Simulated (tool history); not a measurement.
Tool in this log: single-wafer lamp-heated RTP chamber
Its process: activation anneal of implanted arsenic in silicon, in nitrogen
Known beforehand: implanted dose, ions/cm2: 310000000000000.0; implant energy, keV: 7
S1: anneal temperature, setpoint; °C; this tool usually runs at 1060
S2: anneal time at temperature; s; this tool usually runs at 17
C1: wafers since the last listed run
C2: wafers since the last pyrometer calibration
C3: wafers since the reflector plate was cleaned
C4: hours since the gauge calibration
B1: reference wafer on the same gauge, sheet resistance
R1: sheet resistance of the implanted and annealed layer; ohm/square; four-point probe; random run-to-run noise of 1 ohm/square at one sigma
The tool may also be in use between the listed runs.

Run 1, hour 0: usual settings; C1 0; C2 207; C3 207; C4 162.4; B1 263.04. Result: R1 296.81 ohm/square.
Run 2, hour 12.5: usual settings; C1 152; C2 359; C3 359; C4 174.9; B1 263.08. Result: R1 295.63 ohm/square.
Run 3, hour 28.6: usual settings; C1 195; C2 555; C3 555; C4 191; B1 262.88. Result: R1 298.56 ohm/square.
Run 4, hour 47.5: usual settings; C1 229; C2 785; C3 785; C4 209.9; B1 262.71. Result: R1 296.78 ohm/square.
Run 5, hour 72.4: usual settings; C1 302; C2 1088; C3 1088; C4 234.8; B1 262.62. Result: R1 295.4 ohm/square.
Run 6, hour 97.1: usual settings but S2 25 s; C1 300; C2 1388; C3 1388; C4 259.5; B1 262.29. Result: R1 288.78 ohm/square.
At hour 108.9: gauge calibrated.
Run 7, hour 128.7: usual settings but S2 25 s; C1 384; C2 1773; C3 1773; C4 19.8; B1 265.18. Result: R1 293.74 ohm/square.
Run 8, hour 163.8: usual settings but S2 25 s; C1 427; C2 2200; C3 2200; C4 54.9; B1 264.68. Result: R1 292.43 ohm/square.
Run 9, hour 254.8: usual settings but S2 11 s; C1 1107; C2 3307; C3 3307; C4 145.9; B1 264.05. Result: R1 307.78 ohm/square.
At hour 264: pyrometer window cleaned and pyrometer calibrated.
Run 10, hour 288.3: usual settings; C1 310; C2 295; C3 3617; C4 179.4; B1 263.55. Result: R1 296.26 ohm/square.
Run 11, hour 308: usual settings; C1 239; C2 535; C3 3857; C4 199.1; B1 263.25. Result: R1 297.99 ohm/square.
Run 12, hour 324.5: usual settings but S1 1048 °C, S2 24 s; C1 200; C2 736; C3 4058; C4 215.6; B1 263.12. Result: R1 295.59 ohm/square.
Run 13, hour 353.6: usual settings but S1 1031 °C, S2 26 s; C1 354; C2 1090; C3 4412; C4 244.7; B1 262.8. Result: R1 299.18 ohm/square.
Run 14, hour 370.7: usual settings but S1 1077 °C, S2 24 s; C1 208; C2 1298; C3 4620; C4 261.8; B1 262.6. Result: R1 283.21 ohm/square.

Run 15 comes next. What will it give?
At hour 382.5: gauge calibrated.
At hour 393.1: reflector plate cleaned.
Run 15, hour 402.7: usual settings; C1 292; C2 1590; C3 116; C4 20.2; B1 ?. Result: R1 ?.

B1: 264.62
R1: 300.89 ohm/square
With the hidden condition absent and the run-to-run variation left alone, this run would have shown R1 301.28 ohm/square.

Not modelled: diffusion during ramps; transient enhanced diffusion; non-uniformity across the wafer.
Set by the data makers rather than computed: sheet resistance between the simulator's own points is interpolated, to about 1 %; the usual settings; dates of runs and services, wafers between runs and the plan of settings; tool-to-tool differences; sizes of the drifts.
